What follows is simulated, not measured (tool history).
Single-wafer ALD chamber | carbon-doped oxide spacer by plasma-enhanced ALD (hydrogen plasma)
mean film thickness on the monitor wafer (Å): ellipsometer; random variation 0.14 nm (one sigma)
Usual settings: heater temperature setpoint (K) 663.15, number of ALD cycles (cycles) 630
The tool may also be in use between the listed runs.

run    hour  heater temperature setpoint (K)  number of ALD cycles (cycles)  read-back reference wafer on the same gauge, thickness_nm  mean film thickness on the monitor wafer (Å)
  1     0.0                           652.15                            630                                                     34.027                                        319.96
  2    74.9                           652.15                            630                                                     34.085                                        318.67
  3   266.4                           663.15                            691                                                     34.201                                        351.10
  4   359.7                           663.15                            691                                                     34.331                                        351.70
  5   424.9                           663.15                            691                                                     34.329                                        355.91
  6   519.0                           663.15                            630                                                     34.417                                        323.38
  7   598.0                           663.15                            630                                                     34.516                                        323.82
  8   696.7                           663.15                            723                                                     34.596                                        370.60
  9   781.4                           674.15                            664                                                     34.605                                        343.57
      797.3  -- gauge calibrated
 10   843.8                           674.15                            664                                                     33.584                                        333.12
 11   907.4                           663.15                            630                                                     33.631                                        316.93
 12   959.5                           663.15                            630                                                     33.659                                        316.46
 13  1003.0                           677.15                            542                                                     33.657                                        270.96
 14  1099.7                           676.15                            689                                                     33.732                                        344.55
 15  1189.6                           663.15                            630                                                     33.799                                        317.64
 16  1229.5                           674.15                            664                                                     33.843                                        334.62
 17  1294.1                           678.15                            563                                                     33.882                                        282.98
     1374.8  -- thermocouple changed; heater temperature recalibrated
 18  1380.9                           668.15                            735                                                     33.944                                        374.02
 19  1529.0                           657.15                            702                                                     34.057                                        355.54
 20  1634.8                           663.15                            630                                                     34.174                                        320.50
 21  1671.4                           656.15                            540                                                     34.148                                        276.20
 22  1744.0                           655.15                            630                                                     34.266                                        322.24
 23  1851.7                           649.15                            702                                                     34.319                                        358.71
 24  1950.3                           674.15                            664                                                     34.420                                        340.28
 25  2044.1                           669.15                            524                                                     34.460                                        271.11

3 ways to go on from here, each from the tool as it stands after run 25. What would each give?
  A  2045.5                           663.15                            630                                                          ?                                             ?
  B  2045.5                           668.15                            591                                                          ?                                             ?
  C  2045.5                           663.15                            561                                                          ?                                             ?

run  read-back reference wafer on the same gauge, thickness_nm  mean film thickness on the monitor wafer (Å)
  A                                                     34.474                                        321.55
  B                                                     34.474                                        301.64
  C                                                     34.474                                        286.33
Without the tool's hidden state the same runs would have given:
run  mean film thickness on the monitor wafer (Å)
  A                                        313.45
  B                                        294.05
  C                                        279.12

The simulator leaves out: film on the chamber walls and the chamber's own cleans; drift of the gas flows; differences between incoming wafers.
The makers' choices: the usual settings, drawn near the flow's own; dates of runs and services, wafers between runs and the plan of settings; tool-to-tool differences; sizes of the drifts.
